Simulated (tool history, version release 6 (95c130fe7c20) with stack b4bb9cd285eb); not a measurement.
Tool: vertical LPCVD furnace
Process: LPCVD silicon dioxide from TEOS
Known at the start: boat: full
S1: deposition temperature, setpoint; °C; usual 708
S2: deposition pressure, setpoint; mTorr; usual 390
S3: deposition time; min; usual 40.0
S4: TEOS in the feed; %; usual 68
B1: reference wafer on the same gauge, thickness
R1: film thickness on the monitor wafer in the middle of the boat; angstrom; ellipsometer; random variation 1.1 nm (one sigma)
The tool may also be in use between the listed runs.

{"run": 1, "hour": 0.0, "S1": 708, "S2": 390, "S3": 31.5, "S4": 77, "B1": 436.31, "R1": 3296.5}
{"run": 2, "hour": 31.5, "S1": 708, "S2": 390, "S3": 40.0, "S4": 68, "B1": 436.73, "R1": 3925.9}
{"run": 3, "hour": 44.0, "S1": 708, "S2": 390, "S3": 40.0, "S4": 68, "B1": 436.77, "R1": 3928.0}
{"run": 4, "hour": 70.6, "S1": 708, "S2": 445, "S3": 40.0, "S4": 68, "B1": 436.84, "R1": 4198.8}
{"run": 5, "hour": 105.3, "S1": 708, "S2": 445, "S3": 40.0, "S4": 68, "B1": 436.42, "R1": 4171.8}
{"run": 6, "hour": 150.5, "S1": 708, "S2": 445, "S3": 40.0, "S4": 68, "B1": 436.74, "R1": 4225.7}
{"run": 7, "hour": 155.2, "S1": 708, "S2": 415, "S3": 40.0, "S4": 68, "B1": 436.53, "R1": 4057.0}
{"run": 8, "hour": 165.7, "S1": 708, "S2": 415, "S3": 40.0, "S4": 68, "B1": 436.71, "R1": 4042.9}
{"run": 9, "hour": 185.7, "S1": 717, "S2": 390, "S3": 40.0, "S4": 68, "B1": 436.9, "R1": 4826.5}
{"run": 10, "hour": 219.5, "S1": 708, "S2": 390, "S3": 40.0, "S4": 68, "B1": 437.33, "R1": 3933.2}
{"run": 11, "hour": 235.4, "S1": 708, "S2": 390, "S3": 52.0, "S4": 68, "B1": 437.07, "R1": 5105.2}
{"run": 12, "hour": 287.4, "S1": 716, "S2": 390, "S3": 40.0, "S4": 68, "B1": 437.26, "R1": 4717.6}
{"run": 13, "hour": 292.0, "S1": 698, "S2": 390, "S3": 40.0, "S4": 78, "B1": 437.18, "R1": 3326.1}
{"run": 14, "hour": 307.0, "S1": 708, "S2": 305, "S3": 25.0, "S4": 64, "B1": 437.14, "R1": 2112.2}
{"run": 15, "hour": 338.6, "S1": 719, "S2": 315, "S3": 40.0, "S4": 68, "B1": 437.16, "R1": 4531.4}
{"run": 16, "hour": 403.0, "S1": 708, "S2": 390, "S3": 40.0, "S4": 68, "B1": 436.93, "R1": 3954.0}
{"run": 17, "hour": 432.9, "S1": 715, "S2": 390, "S3": 30.5, "S4": 63, "B1": 437.09, "R1": 3379.1}
{"run": 18, "hour": 466.5, "S1": 708, "S2": 390, "S3": 40.0, "S4": 68, "B1": 437.44, "R1": 3928.8}
{"run": 19, "hour": 479.9, "S1": 713, "S2": 390, "S3": 40.0, "S4": 68, "B1": 437.25, "R1": 4418.2}
{"run": 20, "hour": 510.0, "S1": 708, "S2": 390, "S3": 40.0, "S4": 61, "B1": 436.53, "R1": 3723.6}
{"run": 21, "hour": 538.5, "S1": 703, "S2": 390, "S3": 40.0, "S4": 68, "B1": 437.67, "R1": 3494.9}
{"run": 22, "hour": 591.0, "S1": 708, "S2": 390, "S3": 52.0, "S4": 68, "B1": 437.55, "R1": 5107.5}
{"run": 23, "hour": 621.6, "S1": 708, "S2": 320, "S3": 40.0, "S4": 68, "B1": 436.55, "R1": 3542.4}
{"run": 24, "hour": 643.6, "S1": 708, "S2": 390, "S3": 40.0, "S4": 68, "B1": 437.12, "R1": 3932.7}
{"run": 25, "hour": 673.5, "S1": 714, "S2": 475, "S3": 45.5, "S4": 78, "B1": 437.08, "R1": 6055.2}
{"run": 26, "hour": 693.9, "S1": 708, "S2": 390, "S3": 40.0, "S4": 68, "B1": 436.67, "R1": 3941.0}
{"run": 27, "hour": 712.8, "S1": 702, "S2": 390, "S3": 40.0, "S4": 78, "B1": 436.85, "R1": 3680.2}
{"run": 28, "hour": 734.3, "S1": 720, "S2": 390, "S3": 40.0, "S4": 68, "B1": 437.37, "R1": 5159.9}
{"run": 29, "hour": 758.0, "S1": 708, "S2": 390, "S3": 40.0, "S4": 68, "B1": 436.76, "R1": 3922.6}
{"run": 30, "hour": 777.3, "S1": 708, "S2": 390, "S3": 40.0, "S4": 68, "B1": 436.53, "R1": 3939.3}
{"run": 31, "hour": 802.7, "S1": 708, "S2": 390, "S3": 48.0, "S4": 68, "B1": 437.2, "R1": 4715.1}

Taken out of this log: 4 entries between the listed runs. Where each belongs, and how the hidden state differs across it:
Between runs 4 and 5: TEOS flow controller replaced (hour 104.8)
  no hidden state differs between the two runs
Between runs 5 and 6: pressure gauge zeroed (hour 150.0)
  no hidden state differs between the two runs
Between runs 11 and 12: thermocouples replaced and temperature profile calibrated (hour 286.9)
  no hidden state differs between the two runs
Between runs 17 and 18: gauge calibrated (hour 438.4)
  no hidden state differs between the two runs
